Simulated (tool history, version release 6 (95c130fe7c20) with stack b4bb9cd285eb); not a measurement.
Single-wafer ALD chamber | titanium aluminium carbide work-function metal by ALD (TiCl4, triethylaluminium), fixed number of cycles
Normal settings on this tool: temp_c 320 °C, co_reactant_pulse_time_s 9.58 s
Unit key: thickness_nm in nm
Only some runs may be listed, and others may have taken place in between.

run,day,temp_c,co_reactant_pulse_time_s,wafers since the last listed run,hours since the last thermocouple change,hours since the last triethylaluminium bottle change,hours since the showerhead was replaced,hours since the gauge calibration,"read-back reference wafer on the same gauge, thickness_nm",thickness_nm
1,0.000,320,8.66,0,1162.9,710.8,4537.5,642.2,1.869,2.067
2,2.521,320,8.50,678,1223.4,771.3,4598.0,702.7,1.870,2.068
3,5.483,320,8.50,797,1294.5,842.4,4669.1,773.8,1.870,2.064
4,7.004,320,8.50,409,1331.0,878.9,4705.6,810.3,1.870,2.062
5,12.454,320,9.58,1467,1461.8,1009.7,4836.4,941.1,1.870,2.126
6,15.225,320,9.58,746,1528.3,1076.2,4902.9,1007.6,1.870,2.127
7,17.258,320,9.58,547,1577.1,1125.0,4951.7,1056.4,1.869,2.125
8,21.025,320,9.58,1014,1667.5,1215.4,5042.1,1146.8,1.870,2.134
# day 23.767: triethylaluminium bottle replaced
9,24.562,320,9.58,862,1752.4,19.1,5127.0,1231.7,1.870,2.216
# day 26.012: gauge calibrated
10,27.396,320,9.58,762,1820.4,87.1,5195.0,33.2,1.870,2.199
# day 36.171: showerhead replaced
11,37.192,320,9.58,2547,2055.5,322.2,24.5,268.3,1.869,2.184
12,38.929,310,9.58,467,2097.2,363.9,66.2,310.0,1.871,2.072
13,43.196,309,12.77,1148,2199.6,466.3,168.6,412.4,1.871,2.140
# day 45.933: thermocouple changed; heater temperature recalibrated
14,47.529,328,6.73,1077,38.3,570.3,272.6,516.4,1.871,1.959
15,49.888,312,10.78,635,94.9,626.9,329.2,573.0,1.870,2.065
16,54.125,333,9.58,1141,196.6,728.6,430.9,674.7,1.871,2.215
17,55.988,313,8.18,501,241.3,773.3,475.6,719.4,1.869,1.934
18,58.683,307,6.94,725,306.0,838.0,540.3,784.1,1.871,1.781
19,62.842,320,9.58,1119,405.8,937.8,640.1,883.9,1.870,2.091
# day 64.538: triethylaluminium bottle replaced
20,65.842,305,7.14,718,477.8,31.3,712.1,955.9,1.869,1.895

4 options for the next run, each taken on its own from the tool as it stands now. Forecast them:
A,65.858,320,9.58,4,478.2,31.7,712.5,956.3,?,?
B,65.858,327,6.98,4,478.2,31.7,712.5,956.3,?,?
C,65.858,312,9.58,4,478.2,31.7,712.5,956.3,?,?
D,65.858,333,12.43,4,478.2,31.7,712.5,956.3,?,?

run,"read-back reference wafer on the same gauge, thickness_nm",thickness_nm
A,1.869,2.172
B,1.869,2.091
C,1.869,2.092
D,1.869,2.366
With no hidden state in the tool, these same runs would have given:
run,thickness_nm
A,2.165
B,2.095
C,2.085
D,2.353

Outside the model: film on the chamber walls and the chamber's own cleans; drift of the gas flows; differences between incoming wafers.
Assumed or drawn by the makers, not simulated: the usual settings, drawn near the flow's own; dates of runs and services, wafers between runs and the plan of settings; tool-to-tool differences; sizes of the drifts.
